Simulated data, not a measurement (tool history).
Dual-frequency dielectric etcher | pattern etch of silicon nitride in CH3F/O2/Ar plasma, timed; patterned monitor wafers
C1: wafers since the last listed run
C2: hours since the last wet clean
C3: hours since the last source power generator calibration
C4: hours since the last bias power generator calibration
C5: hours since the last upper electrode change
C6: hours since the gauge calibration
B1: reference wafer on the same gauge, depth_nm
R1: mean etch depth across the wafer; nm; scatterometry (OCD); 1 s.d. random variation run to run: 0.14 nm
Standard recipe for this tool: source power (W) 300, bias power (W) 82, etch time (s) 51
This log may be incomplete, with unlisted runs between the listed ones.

{"run": 1, "hour": 0.0, "source power (W)": 300, "bias power (W)": 82, "etch time (s)": 51, "C1": 0, "C2": 142.8, "C3": 4090.8, "C4": 2977.9, "C5": 5293.1, "C6": 184.5, "B1": 39.14, "R1": 33.94}
{"run": 2, "hour": 6.7, "source power (W)": 300, "bias power (W)": 82, "etch time (s)": 51, "C1": 105, "C2": 149.5, "C3": 4097.5, "C4": 2984.6, "C5": 5299.8, "C6": 191.2, "B1": 39.18, "R1": 33.79}
{"run": 3, "hour": 22.8, "source power (W)": 270, "bias power (W)": 82, "etch time (s)": 51, "C1": 252, "C2": 165.6, "C3": 4113.6, "C4": 3000.7, "C5": 5315.9, "C6": 207.3, "B1": 39.19, "R1": 32.14}
{"run": 4, "hour": 32.8, "source power (W)": 270, "bias power (W)": 82, "etch time (s)": 51, "C1": 156, "C2": 175.6, "C3": 4123.6, "C4": 3010.7, "C5": 5325.9, "C6": 217.3, "B1": 39.2, "R1": 32.14}
{"run": 5, "hour": 70.5, "source power (W)": 260, "bias power (W)": 82, "etch time (s)": 51, "C1": 591, "C2": 213.3, "C3": 4161.3, "C4": 3048.4, "C5": 5363.6, "C6": 255, "B1": 39.24, "R1": 31.27}
{"run": 6, "hour": 82.4, "source power (W)": 260, "bias power (W)": 74, "etch time (s)": 51, "C1": 186, "C2": 225.2, "C3": 4173.2, "C4": 3060.3, "C5": 5375.5, "C6": 266.9, "B1": 39.21, "R1": 30.62}
{"run": 7, "hour": 94.9, "source power (W)": 260, "bias power (W)": 74, "etch time (s)": 51, "C1": 196, "C2": 237.7, "C3": 4185.7, "C4": 3072.8, "C5": 5388, "C6": 279.4, "B1": 39.18, "R1": 30.66}
{"run": 8, "hour": 107.6, "source power (W)": 300, "bias power (W)": 82, "etch time (s)": 51, "C1": 199, "C2": 250.4, "C3": 4198.4, "C4": 3085.5, "C5": 5400.7, "C6": 292.1, "B1": 39.2, "R1": 34.49}
{"run": 9, "hour": 118.3, "source power (W)": 300, "bias power (W)": 75, "etch time (s)": 51, "C1": 167, "C2": 261.1, "C3": 4209.1, "C4": 3096.2, "C5": 5411.4, "C6": 302.8, "B1": 39.2, "R1": 33.57}
{"hour": 153.5, "done": "upper electrode replaced, of another model than before"}
{"run": 10, "hour": 154.0, "source power (W)": 300, "bias power (W)": 75, "etch time (s)": 51, "C1": 183, "C2": 296.8, "C3": 4244.8, "C4": 3131.9, "C5": 0.5, "C6": 338.5, "B1": 39.2, "R1": 33.69}
{"run": 11, "hour": 154.3, "source power (W)": 240, "bias power (W)": 75, "etch time (s)": 51, "C1": 4, "C2": 297.1, "C3": 4245.1, "C4": 3132.2, "C5": 0.8, "C6": 338.8, "B1": 39.19, "R1": 26.66}
{"run": 12, "hour": 156.3, "source power (W)": 240, "bias power (W)": 75, "etch time (s)": 51, "C1": 31, "C2": 299.1, "C3": 4247.1, "C4": 3134.2, "C5": 2.8, "C6": 340.8, "B1": 39.16, "R1": 26.57}
{"run": 13, "hour": 172.3, "source power (W)": 350, "bias power (W)": 82, "etch time (s)": 51, "C1": 251, "C2": 315.1, "C3": 4263.1, "C4": 3150.2, "C5": 18.8, "C6": 356.8, "B1": 39.19, "R1": 38.86}
{"run": 14, "hour": 181.0, "source power (W)": 350, "bias power (W)": 82, "etch time (s)": 51, "C1": 136, "C2": 323.8, "C3": 4271.8, "C4": 3158.9, "C5": 27.5, "C6": 365.5, "B1": 39.22, "R1": 38.93}
{"run": 15, "hour": 192.7, "source power (W)": 270, "bias power (W)": 99, "etch time (s)": 43, "C1": 183, "C2": 335.5, "C3": 4283.5, "C4": 3170.6, "C5": 39.2, "C6": 377.2, "B1": 39.16, "R1": 27.5}

Run 16 is up next; what results do you expect?
{"run": 16, "hour": 203.0, "source power (W)": 260, "bias power (W)": 91, "etch time (s)": 51, "C1": 161, "C2": 345.8, "C3": 4293.8, "C4": 3180.9, "C5": 49.5, "C6": 387.5, "B1": "?", "R1": "?"}

B1: 39.2
R1: 30.7 nm
Minus the tool's unlogged condition, the same run would have read R1 29.8 nm.
